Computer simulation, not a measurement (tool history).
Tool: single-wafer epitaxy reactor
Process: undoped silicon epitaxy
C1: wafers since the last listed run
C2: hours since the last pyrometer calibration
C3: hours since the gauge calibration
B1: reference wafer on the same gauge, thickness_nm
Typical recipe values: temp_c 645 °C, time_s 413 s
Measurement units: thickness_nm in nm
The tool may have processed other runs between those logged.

run 1 hour=0.0 | temp_c=656 time_s=413 | C1=0 C2=358.7 C3=1402.5 | B1=63.285 | thickness_nm=80.936
run 2 hour=28.8 | temp_c=656 time_s=413 | C1=139 C2=387.5 C3=1431.3 | B1=63.408 | thickness_nm=80.962
run 3 hour=62.8 | temp_c=656 time_s=413 | C1=164 C2=421.5 C3=1465.3 | B1=63.383 | thickness_nm=80.671
run 4 hour=89.5 | temp_c=645 time_s=413 | C1=129 C2=448.2 C3=1492.0 | B1=63.397 | thickness_nm=61.832
run 5 hour=116.4 | temp_c=645 time_s=413 | C1=130 C2=475.1 C3=1518.9 | B1=63.369 | thickness_nm=61.897
run 6 hour=141.4 | temp_c=645 time_s=413 | C1=121 C2=500.1 C3=1543.9 | B1=63.499 | thickness_nm=61.900
run 7 hour=194.9 | temp_c=645 time_s=413 | C1=259 C2=553.6 C3=1597.4 | B1=63.528 | thickness_nm=61.883
run 8 hour=259.9 | temp_c=652 time_s=413 | C1=315 C2=618.6 C3=1662.4 | B1=63.525 | thickness_nm=73.535
run 9 hour=288.0 | temp_c=652 time_s=413 | C1=136 C2=646.7 C3=1690.5 | B1=63.540 | thickness_nm=73.732
run 10 hour=359.8 | temp_c=652 time_s=413 | C1=348 C2=718.5 C3=1762.3 | B1=63.557 | thickness_nm=73.764
run 11 hour=389.3 | temp_c=634 time_s=370 | C1=143 C2=748.0 C3=1791.8 | B1=63.636 | thickness_nm=41.961
run 12 hour=450.6 | temp_c=645 time_s=413 | C1=297 C2=809.3 C3=1853.1 | B1=63.685 | thickness_nm=61.908
run 13 hour=506.7 | temp_c=645 time_s=413 | C1=272 C2=865.4 C3=1909.2 | B1=63.802 | thickness_nm=62.282
run 14 hour=532.0 | temp_c=645 time_s=413 | C1=122 C2=890.7 C3=1934.5 | B1=63.850 | thickness_nm=62.354
run 15 hour=568.8 | temp_c=645 time_s=413 | C1=178 C2=927.5 C3=1971.3 | B1=63.829 | thickness_nm=62.311
run 16 hour=618.1 | temp_c=635 time_s=432 | C1=239 C2=976.8 C3=2020.6 | B1=63.734 | thickness_nm=50.613
run 17 hour=688.0 | temp_c=635 time_s=432 | C1=338 C2=1046.7 C3=2090.5 | B1=63.923 | thickness_nm=50.474
-- hour=794.4 gauge calibrated
run 18 hour=884.5 | temp_c=648 time_s=413 | C1=952 C2=1243.2 C3=90.1 | B1=62.054 | thickness_nm=65.602
-- hour=900.1 pyrometer calibrated
run 19 hour=947.7 | temp_c=648 time_s=413 | C1=267 C2=47.6 C3=153.3 | B1=62.116 | thickness_nm=65.359
run 20 hour=989.8 | temp_c=655 time_s=354 | C1=204 C2=89.7 C3=195.4 | B1=62.233 | thickness_nm=66.407
run 21 hour=1052.8 | temp_c=652 time_s=413 | C1=305 C2=152.7 C3=258.4 | B1=62.226 | thickness_nm=72.777
run 22 hour=1120.1 | temp_c=655 time_s=370 | C1=326 C2=220.0 C3=325.7 | B1=62.381 | thickness_nm=70.162
run 23 hour=1144.5 | temp_c=651 time_s=374 | C1=118 C2=244.4 C3=350.1 | B1=62.380 | thickness_nm=63.969
run 24 hour=1204.4 | temp_c=653 time_s=413 | C1=290 C2=304.3 C3=410.0 | B1=62.396 | thickness_nm=74.579
run 25 hour=1229.3 | temp_c=641 time_s=375 | C1=120 C2=329.2 C3=434.9 | B1=62.554 | thickness_nm=49.751
run 26 hour=1273.9 | temp_c=640 time_s=494 | C1=216 C2=373.8 C3=479.5 | B1=62.549 | thickness_nm=64.081
run 27 hour=1339.3 | temp_c=645 time_s=413 | C1=317 C2=439.2 C3=544.9 | B1=62.592 | thickness_nm=60.995
run 28 hour=1410.9 | temp_c=645 time_s=443 | C1=347 C2=510.8 C3=616.5 | B1=62.634 | thickness_nm=65.376
run 29 hour=1467.8 | temp_c=651 time_s=413 | C1=275 C2=567.7 C3=673.4 | B1=62.715 | thickness_nm=70.955
run 30 hour=1497.1 | temp_c=637 time_s=474 | C1=142 C2=597.0 C3=702.7 | B1=62.737 | thickness_nm=57.376
run 31 hour=1526.6 | temp_c=659 time_s=357 | C1=143 C2=626.5 C3=732.2 | B1=62.723 | thickness_nm=74.440
run 32 hour=1583.8 | temp_c=645 time_s=413 | C1=277 C2=683.7 C3=789.4 | B1=62.771 | thickness_nm=61.480
run 33 hour=1647.1 | temp_c=635 time_s=372 | C1=306 C2=747.0 C3=852.7 | B1=62.839 | thickness_nm=42.667
run 34 hour=1705.4 | temp_c=645 time_s=413 | C1=282 C2=805.3 C3=911.0 | B1=62.942 | thickness_nm=61.078
run 35 hour=1766.5 | temp_c=656 time_s=387 | C1=296 C2=866.4 C3=972.1 | B1=63.022 | thickness_nm=75.446
run 36 hour=1833.4 | temp_c=645 time_s=413 | C1=324 C2=933.3 C3=1039.0 | B1=63.000 | thickness_nm=61.359
run 37 hour=1879.6 | temp_c=650 time_s=361 | C1=224 C2=979.5 C3=1085.2 | B1=63.052 | thickness_nm=60.848
run 38 hour=1947.6 | temp_c=645 time_s=476 | C1=329 C2=1047.5 C3=1153.2 | B1=63.043 | thickness_nm=70.722

Each row is a separate what-if for the run after 38, all from the same tool condition, not one after another. Results?
run A hour=1948.1 | temp_c=645 time_s=413 | C1=2 C2=1048.0 C3=1153.7 | B1=? | thickness_nm=?
run B hour=1948.1 | temp_c=636 time_s=371 | C1=2 C2=1048.0 C3=1153.7 | B1=? | thickness_nm=?
run C hour=1948.1 | temp_c=653 time_s=376 | C1=2 C2=1048.0 C3=1153.7 | B1=? | thickness_nm=?

run=A B1=63.139 thickness_nm=61.493
run=B B1=63.139 thickness_nm=43.954
run=C B1=63.139 thickness_nm=68.304
With the hidden condition removed and each run's random variation left untouched, the same runs would have given:
run=A thickness_nm=60.494
run=B thickness_nm=43.239
run=C thickness_nm=67.194
